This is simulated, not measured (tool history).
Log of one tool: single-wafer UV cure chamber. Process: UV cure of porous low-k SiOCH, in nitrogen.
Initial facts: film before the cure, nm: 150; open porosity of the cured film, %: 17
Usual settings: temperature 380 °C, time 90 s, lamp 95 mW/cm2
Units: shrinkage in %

run	hour	temperature	time	lamp	wafers since the last listed run	hours since the UV bulbs were replaced	wafers since the quartz window was cleaned	shrinkage
1	0	380	90	95	0	1364.9	2882	6.471
2	49.3	380	90	95	688	1414.2	3571	6.409
3	89.5	391	90	95	561	1454.4	4132	6.265
4	143.4	380	90	70	752	1508.3	4885	4.968
5	176.9	380	90	70	467	1541.8	5353	4.758
6	204.6	380	90	70	386	1569.5	5740	4.607
7	234.7	392	90	95	420	1599.6	6161	5.656
# hour 283.6: quartz window cleaned
8	284.1	392	90	95	578	1649	7	6.469
9	334.5	366	90	95	704	1699.4	711	6.133
10	378.7	380	90	95	617	1743.6	1328	6.33
11	412.3	380	90	95	469	1777.2	1798	6.24
12	480.1	380	90	95	947	1845	2745	6.019
13	534.7	380	90	95	762	1899.6	3508	5.991
14	605.4	373	90	95	987	1970.3	4495	5.599
# hour 678.7: quartz window cleaned
15	679.2	373	90	95	919	2044.1	6	5.786
16	741.2	380	90	95	866	2106.1	872	6.06
17	766.2	380	90	95	349	2131.1	1222	6.152
18	793.4	380	105	73	379	2158.3	1602	5.74
19	818.6	380	105	73	352	2183.5	1954	5.642
20	888.7	380	90	95	979	2253.6	2933	5.797
21	956.3	380	90	95	944	2321.2	3877	5.818
22	992.2	380	90	95	501	2357.1	4379	5.639
23	1040.6	380	90	95	676	2405.5	5055	5.337
# hour 1075.8: quartz window cleaned
24	1081.5	361	90	112	459	2446.4	78	6.392
25	1119.2	392	90	95	526	2484.1	605	5.88
# hour 1129: UV bulbs replaced
26	1154.7	363	90	109	384	25.7	989	7.461
27	1221.8	380	90	95	937	92.8	1927	7.005
28	1281.5	396	90	66	833	152.5	2761	5.821
29	1334.8	380	50	95	744	205.8	3505	4.686
30	1367.3	380	90	69	454	238.3	3959	5.622
31	1392.7	380	90	64	354	263.7	4314	5.372
32	1433.4	380	90	64	568	304.4	4883	5.18
33	1477	380	110	84	609	348	5492	6.762
# hour 1528: quartz window cleaned
34	1537.3	380	90	95	730	408.3	129	7.134
35	1581.2	380	90	83	613	452.2	742	6.586
36	1636.7	388	90	95	775	507.7	1518	7.109
37	1677.7	397	90	106	572	548.7	2090	7.577
38	1705.3	388	120	110	385	576.3	2476	8.818
39	1774.7	380	70	64	969	645.7	3445	4.518
40	1824.7	397	125	73	698	695.7	4144	7.134
41	1887.8	380	90	114	881	758.8	5025	6.91
42	1959.4	380	140	95	1000	830.4	6026	7.749
# hour 1976.5: quartz window cleaned
43	2019.6	380	90	95	729	890.6	601	6.839
44	2057.1	380	90	95	523	928.1	1125	6.698
45	2101.9	380	90	95	625	972.9	1751	6.772
46	2168.9	374	90	95	935	1039.9	2687	6.559
47	2214.9	374	120	75	642	1085.9	3330	6.467

The logged runs with the hidden state left out (each run's random variation unchanged):
The hidden state here: lamp output below its setpoint, %; transmission lost against a clean window, %.
run	shrinkage
1	7.392
2	7.457
3	7.399
4	6.202
5	6.078
6	6.012
7	7.304
8	7.389
9	7.085
10	7.343
11	7.292
12	7.174
13	7.29
14	7.07
15	6.875
16	7.242
17	7.385
18	6.988
19	6.913
20	7.204
21	7.444
22	7.351
23	7.166
24	7.692
25	7.127
26	7.529
27	7.158
28	6.069
29	5.019
30	6.073
31	5.893
32	5.82
33	7.641
34	7.336
35	6.813
36	7.4
37	7.934
38	9.247
39	4.99
40	7.836
41	7.804
42	8.998
43	7.288
44	7.175
45	7.315
46	7.216
47	7.211
